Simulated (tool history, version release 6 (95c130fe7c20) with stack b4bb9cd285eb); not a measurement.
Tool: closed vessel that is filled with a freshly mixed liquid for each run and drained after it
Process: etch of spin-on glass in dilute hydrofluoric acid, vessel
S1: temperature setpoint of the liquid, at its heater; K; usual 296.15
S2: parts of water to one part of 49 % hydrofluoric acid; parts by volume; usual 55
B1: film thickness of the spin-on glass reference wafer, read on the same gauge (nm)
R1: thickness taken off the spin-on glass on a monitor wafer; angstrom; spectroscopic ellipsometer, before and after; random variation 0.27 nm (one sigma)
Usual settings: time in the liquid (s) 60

{"run": 1, "hour": 0.0, "S1": 296.15, "S2": 55, "time in the liquid (s)": 60, "B1": 109.99, "R1": 488.5}
{"hour": 16.3, "done": "gauge calibrated"}
{"run": 2, "hour": 64.4, "S1": 296.15, "S2": 55, "time in the liquid (s)": 60, "B1": 110.03, "R1": 488.1}
{"run": 3, "hour": 77.1, "S1": 296.15, "S2": 55, "time in the liquid (s)": 60, "B1": 109.98, "R1": 483.9}
{"run": 4, "hour": 106.5, "S1": 296.15, "S2": 55, "time in the liquid (s)": 60, "B1": 109.97, "R1": 487}
{"run": 5, "hour": 140.2, "S1": 296.15, "S2": 55, "time in the liquid (s)": 60, "B1": 109.99, "R1": 486.6}
{"run": 6, "hour": 164.5, "S1": 296.15, "S2": 55, "time in the liquid (s)": 60, "B1": 110.01, "R1": 483}
{"run": 7, "hour": 195.6, "S1": 296.15, "S2": 35, "time in the liquid (s)": 60, "B1": 110.03, "R1": 784.9}
{"run": 8, "hour": 228.0, "S1": 296.15, "S2": 45, "time in the liquid (s)": 60, "B1": 110.04, "R1": 599.3}
{"hour": 246.3, "done": "hydrofluoric acid flow meter replaced"}
{"run": 9, "hour": 251.3, "S1": 296.15, "S2": 45, "time in the liquid (s)": 60, "B1": 109.97, "R1": 631.5}
{"run": 10, "hour": 279.0, "S1": 296.15, "S2": 55, "time in the liquid (s)": 40, "B1": 109.99, "R1": 344.6}
{"run": 11, "hour": 298.8, "S1": 296.15, "S2": 55, "time in the liquid (s)": 40, "B1": 110.01, "R1": 343.4}
{"hour": 313.3, "done": "thermometer replaced"}
{"run": 12, "hour": 334.4, "S1": 296.15, "S2": 55, "time in the liquid (s)": 40, "B1": 110, "R1": 341.7}
{"run": 13, "hour": 351.4, "S1": 299.65, "S2": 55, "time in the liquid (s)": 75, "B1": 110, "R1": 743.9}
{"hour": 378.5, "done": "gauge calibrated"}
{"run": 14, "hour": 379.0, "S1": 293.65, "S2": 80, "time in the liquid (s)": 60, "B1": 109.98, "R1": 306.3}
{"run": 15, "hour": 399.7, "S1": 298.15, "S2": 55, "time in the liquid (s)": 60, "B1": 110.03, "R1": 556.5}
{"run": 16, "hour": 420.0, "S1": 294.65, "S2": 55, "time in the liquid (s)": 60, "B1": 109.99, "R1": 484.1}
{"run": 17, "hour": 436.2, "S1": 296.15, "S2": 55, "time in the liquid (s)": 60, "B1": 110.01, "R1": 519.3}
{"run": 18, "hour": 455.3, "S1": 296.15, "S2": 55, "time in the liquid (s)": 60, "B1": 110.01, "R1": 513.3}
{"run": 19, "hour": 479.5, "S1": 296.15, "S2": 45, "time in the liquid (s)": 60, "B1": 109.99, "R1": 630.6}
{"run": 20, "hour": 513.5, "S1": 299.65, "S2": 55, "time in the liquid (s)": 60, "B1": 110, "R1": 582.3}

Forecast run 21:
{"run": 21, "hour": 544.9, "S1": 292.15, "S2": 70, "time in the liquid (s)": 60, "B1": "?", "R1": "?"}

B1: 110.01
R1: 331.7 angstrom
Without the tool's hidden state the same run would have given R1 335.5 angstrom.
